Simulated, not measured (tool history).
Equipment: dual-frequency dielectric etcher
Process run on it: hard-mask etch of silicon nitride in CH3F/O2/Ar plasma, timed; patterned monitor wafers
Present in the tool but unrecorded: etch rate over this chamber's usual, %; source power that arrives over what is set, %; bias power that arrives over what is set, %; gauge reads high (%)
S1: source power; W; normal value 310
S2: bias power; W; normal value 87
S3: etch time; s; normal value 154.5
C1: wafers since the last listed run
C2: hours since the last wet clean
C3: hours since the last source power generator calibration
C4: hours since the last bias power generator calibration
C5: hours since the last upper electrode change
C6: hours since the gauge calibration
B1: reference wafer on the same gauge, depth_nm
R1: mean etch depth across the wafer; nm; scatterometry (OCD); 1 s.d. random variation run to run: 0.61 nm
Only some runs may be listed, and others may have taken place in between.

run 1 day=0 | S1=280 S2=87 S3=154.5 | C1=0 C2=783.9 C3=2948.6 C4=1526 C5=2492.7 C6=116.6 | B1=97.7 | R1=97.9
-- day=2.271 wet clean of the chamber
run 2 day=2.292 | S1=310 S2=87 S3=154.5 | C1=316 C2=0.5 C3=3003.6 C4=1581 C5=2547.7 C6=171.6 | B1=97.9 | R1=102.3
run 3 day=3.488 | S1=310 S2=87 S3=154.5 | C1=292 C2=29.2 C3=3032.3 C4=1609.7 C5=2576.4 C6=200.3 | B1=98.6 | R1=102.4
run 4 day=12.212 | S1=310 S2=87 S3=154.5 | C1=2134 C2=238.6 C3=3241.7 C4=1819.1 C5=2785.8 C6=409.7 | B1=99.1 | R1=103
run 5 day=15.038 | S1=310 S2=87 S3=154.5 | C1=691 C2=306.4 C3=3309.5 C4=1886.9 C5=2853.6 C6=477.5 | B1=99.3 | R1=103.8
run 6 day=19.512 | S1=310 S2=87 S3=154.5 | C1=1094 C2=413.8 C3=3416.9 C4=1994.3 C5=2961 C6=584.9 | B1=99.3 | R1=103.6
run 7 day=21.592 | S1=340 S2=67 S3=154.5 | C1=508 C2=463.7 C3=3466.8 C4=2044.2 C5=3010.9 C6=634.8 | B1=99.8 | R1=101.7
run 8 day=23.592 | S1=310 S2=87 S3=154.5 | C1=489 C2=511.7 C3=3514.8 C4=2092.2 C5=3058.9 C6=682.8 | B1=99.8 | R1=103.5
run 9 day=27.6 | S1=260 S2=71 S3=184.5 | C1=980 C2=607.9 C3=3611 C4=2188.4 C5=3155.1 C6=779 | B1=100.2 | R1=109.1
run 10 day=31.712 | S1=310 S2=98 S3=154.5 | C1=1006 C2=706.6 C3=3709.7 C4=2287.1 C5=3253.8 C6=877.7 | B1=100.5 | R1=108.8
-- day=35.112 wet clean of the chamber
run 11 day=36.146 | S1=360 S2=97 S3=115 | C1=840 C2=24.8 C3=3816.1 C4=2393.5 C5=3360.2 C6=984.1 | B1=100.6 | R1=86.6
-- day=39.025 upper electrode replaced
run 12 day=40.796 | S1=310 S2=87 S3=141.5 | C1=893 C2=136.4 C3=3927.7 C4=2505.1 C5=42.5 C6=1095.7 | B1=100.7 | R1=97.3
run 13 day=42.929 | S1=340 S2=67 S3=154.5 | C1=521 C2=187.6 C3=3978.9 C4=2556.3 C5=93.7 C6=1146.9 | B1=100.7 | R1=103.3
run 14 day=45.971 | S1=310 S2=87 S3=154.5 | C1=744 C2=260.6 C3=4051.9 C4=2629.3 C5=166.7 C6=1219.9 | B1=101.1 | R1=105.4
-- day=49.004 bias power generator calibrated
run 15 day=50.196 | S1=240 S2=109 S3=110 | C1=993 C2=362 C3=4153.3 C4=28.6 C5=268.1 C6=1321.3 | B1=101.1 | R1=71.2
run 16 day=53.9 | S1=310 S2=87 S3=154.5 | C1=906 C2=450.9 C3=4242.2 C4=117.5 C5=357 C6=1410.2 | B1=101.4 | R1=106
run 17 day=57.8 | S1=250 S2=87 S3=139 | C1=954 C2=544.5 C3=4335.8 C4=211.1 C5=450.6 C6=1503.8 | B1=101.3 | R1=86.8
run 18 day=60.038 | S1=310 S2=68 S3=194 | C1=547 C2=598.2 C3=4389.5 C4=264.8 C5=504.3 C6=1557.5 | B1=101.6 | R1=126.1
-- day=62.529 wet clean of the chamber
run 19 day=64.783 | S1=240 S2=109 S3=110 | C1=916 C2=54.1 C3=4503.4 C4=378.7 C5=618.2 C6=1671.4 | B1=101.6 | R1=71.5
-- day=65.579 source power generator calibrated
run 20 day=66.354 | S1=310 S2=77 S3=154.5 | C1=343 C2=91.8 C3=18.6 C4=416.4 C5=655.9 C6=1709.1 | B1=102 | R1=103.5
run 21 day=68.538 | S1=390 S2=87 S3=154.5 | C1=534 C2=144.2 C3=71 C4=468.8 C5=708.3 C6=1761.5 | B1=101.6 | R1=117.8

What will run 22 give?
run 22 day=72.612 | S1=250 S2=98 S3=196.5 | C1=997 C2=242 C3=168.8 C4=566.6 C5=806.1 C6=1859.3 | B1=? | R1=?

B1: 102.2
R1: 126.5 nm
Without the tool's hidden state the same run would have given R1 120.4 nm.
